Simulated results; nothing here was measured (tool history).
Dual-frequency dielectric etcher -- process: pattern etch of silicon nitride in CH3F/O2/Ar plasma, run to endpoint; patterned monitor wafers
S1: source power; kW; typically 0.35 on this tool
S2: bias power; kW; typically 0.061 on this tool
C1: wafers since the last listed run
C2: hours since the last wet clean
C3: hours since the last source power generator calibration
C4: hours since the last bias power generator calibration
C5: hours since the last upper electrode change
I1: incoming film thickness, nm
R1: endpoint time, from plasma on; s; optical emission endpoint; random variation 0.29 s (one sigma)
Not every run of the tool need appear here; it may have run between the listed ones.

run    hour    S1     S2   C1     C2      C3      C4      C5     I1    R1
  1       0  0.35  0.061    0  408.7  1886.8  2010.9  3955.9  45.38  67.2
  2    63.3  0.35  0.061  572    472  1950.1  2074.2  4019.2  45.28  67.5
  3   149.1  0.35  0.061  775  557.8  2035.9    2160    4105  45.06  67.1
      219.6  -- wet clean of the chamber
  4   227.5  0.35  0.061  491    7.9  2114.3  2238.4  4183.4  45.36  65.6
  5   276.3  0.35  0.055  441   56.7  2163.1  2287.2  4232.2  45.08  67.4
  6   368.4  0.35  0.061  832  148.8  2255.2  2379.3  4324.3  45.17  65.6
  7   416.8  0.35  0.061  437  197.2  2303.6  2427.7  4372.7  45.35  66.2
  8   524.3  0.35  0.061  971  304.7  2411.1  2535.2  4480.2  45.12  66.8
  9   563.4  0.35  0.061  353  343.8  2450.2  2574.3  4519.3  44.88  66.4
      641.8  -- source power generator calibrated
 10   663.9  0.35  0.061  872  444.3    22.1  2674.8  4619.8  45.38  68.1
 11   741.5  0.35  0.061  701  521.9    99.7  2752.4  4697.4  45.51  68.4
        811  -- wet clean of the chamber
 12   841.7   0.3  0.057  688   30.7   199.9  2852.6  4797.6  45.76  70.1
 13   929.3   0.3  0.057  791  118.3   287.5  2940.2  4885.2  45.76  70.8
 14  1005.6  0.35  0.051  689  194.6   363.8  3016.5  4961.5  45.25  70.6
 15    1090  0.35  0.053  762    279   448.2  3100.9  5045.9  44.81  69.7
 16  1172.6  0.44  0.074  746  361.6   530.8  3183.5  5128.5  44.76    59
 17  1235.9  0.42  0.057  572  424.9   594.1  3246.8  5191.8  45.29  66.5
 18  1282.4  0.35  0.061  420  471.4   640.6  3293.3  5238.3  45.35  68.2
 19  1329.7  0.27  0.074  427  518.7   687.9  3340.6  5285.6  45.05  67.1
     1417.6  -- wet clean of the chamber
 20  1418.1  0.44  0.074  582    0.5   776.3    3429    5374  45.54  59.1
 21  1438.8  0.35  0.066  187   21.2     797  3449.7  5394.7  45.11    64
     1505.9  -- upper electrode replaced
     1510.2  -- bias power generator calibrated
 22  1510.7  0.43  0.051  396   93.1   868.9     0.5     4.8  45.17  67.1

Forecast run 23:
 23  1551.5  0.35  0.061  368  133.9  909.7  41.3  45.6  45.03   ?

{"run 23": {"R1": 66.7}}
If the tool had no hidden condition, the same run with the same run-to-run variation would have returned R1 65.4 s.
